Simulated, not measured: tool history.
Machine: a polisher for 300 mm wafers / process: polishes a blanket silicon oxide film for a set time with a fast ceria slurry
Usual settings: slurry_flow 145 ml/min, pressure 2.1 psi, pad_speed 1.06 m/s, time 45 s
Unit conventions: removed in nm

run,hour,slurry_flow,pressure,pad_speed,time,wafers since the last listed run,wafers polished on this pad,hours since the slurry nozzle was cleaned,hours since the head pressure was calibrated,"incoming thickness of the incoming film, nm",removed
1,0.0,145,2.3,1.06,45,0,441,246.9,11.4,2328.4,586.7
2,52.6,145,2.1,0.92,45,403,844,299.5,64.0,2273.3,467.9
3,120.0,145,2.1,0.92,45,516,1361,366.9,131.4,2286.3,471.1
4,179.5,135,2.1,1.06,45,456,1817,426.4,190.9,2278.7,527.6
5,237.5,145,2.1,1.06,45,444,2261,484.4,248.9,2259.2,526.0
# hour 269.7: slurry nozzle cleaned
6,297.7,145,1.6,1.06,45,453,2715,28.0,309.1,2263.7,411.5
7,334.6,145,1.6,1.06,45,282,2998,64.9,346.0,2304.4,403.8
# hour 392.5: worn pad replaced by a new one
8,517.5,145,2.1,1.06,45,1371,958,247.8,528.9,2276.6,558.9
9,570.9,145,2.1,1.06,45,409,1367,301.2,582.3,2326.2,545.4
10,599.7,145,2.1,1.06,45,220,1588,330.0,611.1,2288.6,546.7
11,623.9,145,1.9,1.06,45,185,1774,354.2,635.3,2279.8,497.8
12,650.2,145,1.9,1.06,45,201,1975,380.5,661.6,2254.0,496.3
13,692.2,145,1.9,1.06,45,321,2297,422.5,703.6,2279.0,489.2
14,744.4,145,2.1,1.06,45,400,2697,474.7,755.8,2294.2,526.3
15,812.7,145,2.1,1.06,45,523,3221,543.0,824.1,2269.9,519.8
# hour 832.3: slurry nozzle cleaned
16,847.3,145,2.1,1.06,45,257,3478,15.0,858.7,2318.7,505.6
# hour 899.0: worn pad replaced by a new one, of another model than before
17,914.4,145,2.1,1.06,45,483,117,82.1,925.8,2276.1,546.7
18,942.5,145,2.1,1.06,45,215,333,110.2,953.9,2261.0,546.1
19,1115.0,165,2.5,1.06,50,1322,1655,282.7,1126.4,2289.2,675.9
20,1159.3,145,2.1,1.06,33,339,1995,327.0,1170.7,2282.6,391.5
21,1228.2,145,1.4,0.70,36,528,2523,395.9,1239.6,2290.7,266.6
22,1266.3,145,2.1,1.06,45,292,2815,434.0,1277.7,2302.5,516.1
23,1329.8,185,1.5,1.06,60,486,3302,497.5,1341.2,2262.8,582.3
# hour 1350.1: slurry nozzle cleaned
# hour 1388.8: worn pad replaced by a new one
24,1507.9,145,2.1,1.06,45,1326,913,157.8,1519.3,2283.3,548.1
25,1561.2,170,2.1,1.30,37,408,1321,211.1,1572.6,2284.8,522.9
26,1618.8,115,2.8,1.06,45,441,1763,268.7,1630.2,2291.7,613.0
# hour 1623.5: head pressure recalibrated
27,1656.4,145,2.1,1.06,38,272,2036,306.3,32.9,2266.5,449.7
28,1693.3,145,2.1,1.06,50,282,2318,343.2,69.8,2273.5,581.3
29,1757.3,190,2.1,1.44,45,490,2809,407.2,133.8,2336.1,669.3
30,1828.6,145,2.1,0.68,45,546,3356,478.5,205.1,2283.1,392.8
# hour 1853.1: worn pad replaced by a new one
31,1893.1,145,2.1,1.34,34,463,306,543.0,269.6,2295.7,484.0
32,1918.9,145,2.1,1.06,45,197,504,568.8,295.4,2328.4,551.3
# hour 1966.3: slurry nozzle cleaned
33,1983.9,145,2.1,1.06,45,490,994,17.6,360.4,2280.2,549.8
34,2040.1,180,2.1,0.72,53,430,1425,73.8,416.6,2284.6,535.6
35,2103.5,100,2.1,1.06,45,486,1911,137.2,480.0,2317.8,484.5
36,2172.4,145,2.1,1.38,37,528,2440,206.1,548.9,2268.8,515.6

Below, each run's measurement less what the same run would have read without the hidden state. Both values contain the same run-to-run variation, but the gauge's scatter may not be the same in both:
Unlogged tool condition in this case: removal rate lost through wear of the pad, %; slurry flow missing at the pad, %; deviation of the head's pressure from its setpoint, %.
run,removed
1,-12.0
2,-11.3
3,-15.4
4,-23.0
5,-30.2
6,-31.1
7,-35.8
8,-4.6
9,-8.1
10,-10.7
11,-12.0
12,-14.7
13,-19.4
14,-28.9
15,-41.1
16,-47.2
17,-7.7
18,-8.1
19,-22.8
20,-16.9
21,-16.3
22,-37.8
23,-56.7
24,-10.1
25,-13.1
26,-21.5
27,-19.5
28,-30.6
29,-48.4
30,-39.2
31,-3.0
32,-4.0
33,-6.9
34,-10.7
35,-15.4
36,-25.3
